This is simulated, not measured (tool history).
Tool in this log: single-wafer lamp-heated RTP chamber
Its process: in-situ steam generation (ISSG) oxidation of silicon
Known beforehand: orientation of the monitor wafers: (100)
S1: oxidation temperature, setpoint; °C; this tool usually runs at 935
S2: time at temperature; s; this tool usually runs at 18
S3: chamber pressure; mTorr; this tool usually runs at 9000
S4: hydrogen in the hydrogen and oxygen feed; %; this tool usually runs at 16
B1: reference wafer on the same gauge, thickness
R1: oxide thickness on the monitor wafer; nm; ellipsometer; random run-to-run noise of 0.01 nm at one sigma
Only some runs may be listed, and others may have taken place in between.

run	day	S1	S2	S3	S4	B1	R1
1	0	935	18	9000	16	3.54	4.102
2	0.942	935	18	9000	16	3.539	4.071
3	1.862	935	12	9000	16	3.541	3.49
4	3.092	935	12	9000	16	3.542	3.48
5	3.733	940	18	8300	16	3.538	4.156
6	4.338	935	18	9000	16	3.541	4.065
7	5.671	935	16	9000	16	3.542	3.906
# day 6.296: gauge calibrated
# day 6.358: pyrometer window cleaned and pyrometer calibrated
8	6.804	935	16	9000	16	3.54	3.846
9	7.362	935	18	9000	16	3.536	4.013
10	8.462	935	18	9000	12	3.542	3.802
# day 9.888: hydrogen flow controller replaced
11	9.908	935	18	9000	16	3.542	4.049
12	11.246	919	25	8500	23	3.54	4.785
13	12.475	935	18	10200	16	3.542	3.982
# day 13.621: pressure gauge zeroed
14	13.929	935	18	9000	16	3.538	4.054
15	14.496	935	15	9500	20	3.544	3.947
16	15.162	916	18	9000	16	3.54	3.855
17	16.217	935	20	8400	20	3.542	4.48
18	17.317	953	18	9000	16	3.538	4.279
19	18.675	935	18	9000	16	3.539	4.09
20	19.196	935	18	9000	16	3.543	4.071
21	20.025	935	18	9000	11	3.541	3.77
22	20.921	940	18	8300	16	3.541	4.143

Hidden state or all else? Some run-to-run changes of R1, split into what the settings, what came in and random variation would give without the hidden state, and what is left for the hidden state (with any gauge scatter that isn't in both results):
Hidden state at play: true wafer temperature minus pyrometer reading, K; true pressure minus gauge reading, Torr; deviation of the hydrogen flow from its setpoint, %; gauge reads high (%).
Run 4 -> 5: S1 935 -> 940, S2 12 -> 18, S3 9000 -> 8300. R1 +0.676 nm: hidden state +0.018, all else +0.658.
Run 7 -> 8: gauge calibrated, pyrometer window cleaned and pyrometer calibrated. R1 -0.06 nm: hidden state -0.048, all else -0.012.
Run 11 -> 12: S1 935 -> 919, S2 18 -> 25, S3 9000 -> 8500, S4 16 -> 23. R1 +0.736 nm: hidden state +0.011, all else +0.725.
Run 12 -> 13: S1 919 -> 935, S2 25 -> 18, S3 8500 -> 10200, S4 23 -> 16. R1 -0.803 nm: hidden state -0.003, all else -0.8.
